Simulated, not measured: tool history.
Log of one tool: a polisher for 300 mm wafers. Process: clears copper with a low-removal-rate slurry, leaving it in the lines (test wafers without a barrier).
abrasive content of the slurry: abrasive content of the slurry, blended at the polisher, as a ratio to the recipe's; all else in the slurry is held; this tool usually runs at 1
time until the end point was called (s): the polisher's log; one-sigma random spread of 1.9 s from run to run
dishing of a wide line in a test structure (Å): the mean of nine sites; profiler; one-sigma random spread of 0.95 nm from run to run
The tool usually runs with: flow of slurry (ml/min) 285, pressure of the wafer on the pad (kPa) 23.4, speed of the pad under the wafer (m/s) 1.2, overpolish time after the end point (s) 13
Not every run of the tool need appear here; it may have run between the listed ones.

run	day	flow of slurry (ml/min)	pressure of the wafer on the pad (kPa)	speed of the pad under the wafer (m/s)	abrasive content of the slurry	overpolish time after the end point (s)	incoming thickness of the incoming film, nm	time until the end point was called (s)	dishing of a wide line in a test structure (Å)
1	0	285	29	1.2	1	13	425.5	82.8	460
2	0.625	285	29	1.2	1	13	418.2	81.6	457
3	0.996	285	23.4	1.2	1	13	422.1	96.3	410
4	1.738	285	23.4	1.2	1	13	422.2	94.3	405
5	2.104	285	23.4	1.2	1	13	417.6	96.2	407
# day 2.567: head pressure recalibrated
6	2.671	285	23.4	1.2	1	13	413.8	103.4	366
# day 2.867: worn pad replaced by a new one
7	3.279	285	23.4	1.2	1	13	420.3	106.8	374
8	3.771	285	23.4	1.2	1	13	418.5	105.6	371
9	4.225	285	23.4	1.2	1	13	415.3	104.9	374
10	4.804	285	23.4	1.2	1	13	414	104.4	384
11	5.283	310	23.4	0.98	1	13	424.9	132.5	325
12	5.708	285	23.4	0.88	0.8	13	413.9	153.9	259
13	5.975	235	23.4	1.2	1.25	13	422.9	95.6	393
# day 6.7: slurry blender recalibrated
14	6.858	285	23.4	1.54	1	13	420.7	80.8	478
# day 7.125: worn pad replaced by a new one
15	7.304	285	23.4	1.2	1	13	414.7	104.3	388
# day 8.354: slurry nozzle cleaned
16	9.404	285	23.4	1.2	1	18	411.9	101.4	512
17	10.008	285	23.4	0.88	0.75	13	425.5	161.4	257
18	10.742	345	23.4	1.2	1	7	426	104	210
# day 11.212: worn pad replaced by a new one
19	11.233	350	29.6	1.36	0.75	13	415.5	85.4	453
20	11.754	285	23.4	1.36	1	13	415.1	89.7	433
21	12.162	345	23.4	1.2	1	7	416.7	102.4	222
22	13.642	285	15.9	1.1	0.85	13	416.9	153.7	275
23	14.292	285	23.4	1.2	1	13	414.4	99.7	387
24	14.625	235	23.4	1.2	1.25	13	421.5	94.3	390
# day 14.942: worn pad replaced by a new one
25	15.133	285	23.4	1.2	1	13	422.1	103.1	374
26	15.833	365	29	1.2	1	13	419.9	87.1	439
27	16.558	255	23.4	0.82	1	13	424.7	155.1	278
28	16.833	285	23.4	1.4	0.85	13	427.8	95.6	436
29	17.321	380	20	1.08	1	9	420.7	127	235

Consider 3 possible next runs. They are alternatives, not a sequence: every one starts from the tool as it was left by run 29. What does each give?
A	17.342	285	23.4	1.2	1	13	419.7	?	?
B	17.342	370	29.6	1.2	0.75	18	419.7	?	?
C	17.342	335	23.4	0.8	1	13	419.7	?	?

run	time until the end point was called (s)	dishing of a wide line in a test structure (Å)
A	102.3	377
B	94.9	539
C	151.4	264
Take away the tool's hidden state, keep each run's random variation, and the runs would have read:
run	time until the end point was called (s)	dishing of a wide line in a test structure (Å)
A	103.7	372
B	96.3	532
C	153.6	260

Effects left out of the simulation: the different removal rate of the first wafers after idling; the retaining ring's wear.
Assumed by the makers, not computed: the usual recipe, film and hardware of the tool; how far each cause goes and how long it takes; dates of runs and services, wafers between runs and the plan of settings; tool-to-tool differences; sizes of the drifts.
